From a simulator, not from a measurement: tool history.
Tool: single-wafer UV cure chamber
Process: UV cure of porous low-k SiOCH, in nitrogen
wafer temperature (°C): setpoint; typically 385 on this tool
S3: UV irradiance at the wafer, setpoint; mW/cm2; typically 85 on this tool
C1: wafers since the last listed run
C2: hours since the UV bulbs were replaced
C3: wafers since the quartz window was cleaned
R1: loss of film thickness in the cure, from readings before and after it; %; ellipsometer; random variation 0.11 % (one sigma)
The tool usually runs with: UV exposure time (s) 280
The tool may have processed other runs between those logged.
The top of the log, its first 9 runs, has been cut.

run 10 hour=87.8 | wafer_temperature_(°C)=385 UV_exposure_time_(s)=280 S3=85 | C1=47 C2=1991.4 C3=362 | R1=10.234
run 11 hour=102.9 | wafer_temperature_(°C)=385 UV_exposure_time_(s)=280 S3=85 | C1=97 C2=2006.5 C3=460 | R1=10.232
-- hour=118.3 UV bulbs replaced
run 12 hour=118.8 | wafer_temperature_(°C)=385 UV_exposure_time_(s)=280 S3=85 | C1=50 C2=0.5 C3=511 | R1=12.533
run 13 hour=130.5 | wafer_temperature_(°C)=396 UV_exposure_time_(s)=370 S3=85 | C1=75 C2=12.2 C3=586 | R1=14.074
run 14 hour=142.4 | wafer_temperature_(°C)=396 UV_exposure_time_(s)=370 S3=85 | C1=76 C2=24.1 C3=663 | R1=13.83
run 15 hour=153.8 | wafer_temperature_(°C)=385 UV_exposure_time_(s)=280 S3=85 | C1=73 C2=35.5 C3=737 | R1=12.465
run 16 hour=169.3 | wafer_temperature_(°C)=385 UV_exposure_time_(s)=405 S3=124 | C1=100 C2=51 C3=837 | R1=15.827
run 17 hour=185.8 | wafer_temperature_(°C)=385 UV_exposure_time_(s)=280 S3=85 | C1=106 C2=67.5 C3=943 | R1=12.166
run 18 hour=202.3 | wafer_temperature_(°C)=385 UV_exposure_time_(s)=400 S3=85 | C1=106 C2=84 C3=1050 | R1=13.887

Run 19 has not been measured yet. What should we expect?
run 19 hour=220.9 | wafer_temperature_(°C)=385 UV_exposure_time_(s)=280 S3=85 | C1=120 C2=102.6 C3=1170 | R1=?

R1: 12.059 %
Were there no unlogged condition in the tool, this run, its random variation unchanged, would have produced R1 13.214 %.

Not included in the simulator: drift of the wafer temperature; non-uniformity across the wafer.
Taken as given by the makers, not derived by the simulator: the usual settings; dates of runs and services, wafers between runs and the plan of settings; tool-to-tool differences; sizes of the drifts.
